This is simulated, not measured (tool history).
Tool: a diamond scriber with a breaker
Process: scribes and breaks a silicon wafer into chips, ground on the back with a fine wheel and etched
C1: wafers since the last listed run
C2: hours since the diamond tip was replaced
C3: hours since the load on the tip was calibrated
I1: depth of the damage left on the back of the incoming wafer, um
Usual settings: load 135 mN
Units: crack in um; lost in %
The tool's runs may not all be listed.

Run 1, hour 0.0: usual settings; C1 0; C2 584.8; C3 890.8; I1 0.72. Result: crack 11.39 um, lost 5.15 %.
Run 2, hour 29.3: usual settings; C1 112; C2 614.1; C3 920.1; I1 0.43. Result: crack 11.19 um, lost 5.46 %.
Run 3, hour 58.2: usual settings; C1 110; C2 643.0; C3 949.0; I1 0.73. Result: crack 11.45 um, lost 5.80 %.
Run 4, hour 84.4: usual settings; C1 100; C2 669.2; C3 975.2; I1 0.48. Result: crack 11.08 um, lost 5.74 %.
Run 5, hour 106.2: usual settings; C1 83; C2 691.0; C3 997.0; I1 0.31. Result: crack 11.22 um, lost 6.18 %.
At hour 123.5: diamond tip replaced by a new one.
Run 6, hour 138.8: usual settings but load 123 mN; C1 117; C2 15.3; C3 1029.6; I1 0.59. Result: crack 11.79 um, lost 3.61 %.
Run 7, hour 152.5: usual settings but load 123 mN; C1 52; C2 29.0; C3 1043.3; I1 0.74. Result: crack 11.52 um, lost 3.66 %.
Run 8, hour 166.8: usual settings but load 104 mN; C1 54; C2 43.3; C3 1057.6; I1 0.70. Result: crack 10.21 um, lost 12.01 %.
Run 9, hour 202.0: usual settings but load 171 mN; C1 135; C2 78.5; C3 1092.8; I1 0.64. Result: crack 15.03 um, lost 7.21 %.
Run 10, hour 236.7: usual settings but load 107 mN; C1 133; C2 113.2; C3 1127.5; I1 0.35. Result: crack 10.19 um, lost 11.25 %.

The next listed run, before its measurement:
At hour 253.9: load on the tip recalibrated.
Run 11, hour 255.5: usual settings; C1 64; C2 132.0; C3 1.6; I1 0.72. Result: crack ?, lost ?.

Run 11 gave crack 12.69 um, lost 2.13 %.
Without the tool's hidden state the same run would have given crack 13.15 um, lost 1.88 %.

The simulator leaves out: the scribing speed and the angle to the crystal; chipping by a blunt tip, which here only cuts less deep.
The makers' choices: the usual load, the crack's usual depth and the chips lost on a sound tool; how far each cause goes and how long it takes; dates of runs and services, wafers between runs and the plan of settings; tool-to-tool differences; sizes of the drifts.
